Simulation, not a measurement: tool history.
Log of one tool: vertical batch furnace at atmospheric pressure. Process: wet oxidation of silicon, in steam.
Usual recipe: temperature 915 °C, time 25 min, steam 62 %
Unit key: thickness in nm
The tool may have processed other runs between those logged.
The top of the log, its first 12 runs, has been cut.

run,hour,temperature,time,steam,"read-back reference wafer on the same gauge, thickness",thickness
13,576.6,915,25,62,80.18,70.73
14,638.3,915,25,55,80.21,64.51
# hour 688.8: steam generator serviced
15,698.5,915,25,55,80.26,64.24
16,748.1,904,29,62,80.2,69.87
17,778.6,904,29,62,80.22,69.83
18,846.1,904,29,62,80.25,69.78
19,880.9,915,25,62,80.17,70.8
20,922.7,915,25,62,80.23,70.2
# hour 977.1: thermocouples replaced and temperature profile calibrated
21,977.6,915,21.5,62,80.19,62.78
22,1107.2,908,34.5,72,80.22,95.83
23,1145.6,899,34,62,80.19,74.44
24,1171.5,915,25,62,80.23,71.03
25,1215.5,897,13.5,62,80.22,36.1
26,1258.7,915,25,62,80.21,70.82
# hour 1266.7: gauge calibrated
27,1298.5,925,25,62,80.22,79.42
28,1343.9,897,30.5,70,80.19,73.03
29,1379.6,915,25,65,80.12,73.75
30,1405.5,927,31,66,80.14,101.67
31,1461,915,25,62,80.16,70.86
32,1530.7,927,34,67,80.22,110.92
33,1585.8,895,25,57,80.22,51.63
34,1614.5,915,25,62,80.19,70.84
35,1639.1,915,16,57,80.18,46.97
36,1806.7,915,25,70,80.22,78.32

What if the next run were any one of these 4? Each begins from the tool's condition after run 36:
A,1810.9,915,25,62,?,?
B,1810.9,937,18,62,?,?
C,1810.9,915,15.5,62,?,?
D,1810.9,915,16,62,?,?

run,"read-back reference wafer on the same gauge, thickness",thickness
A,80.17,70.74
B,80.17,69.11
C,80.17,48.73
D,80.17,49.91
Stripped of hidden state, with their random variation kept, the same runs would have yielded:
run,thickness
A,70.74
B,69.11
C,48.73
D,49.91
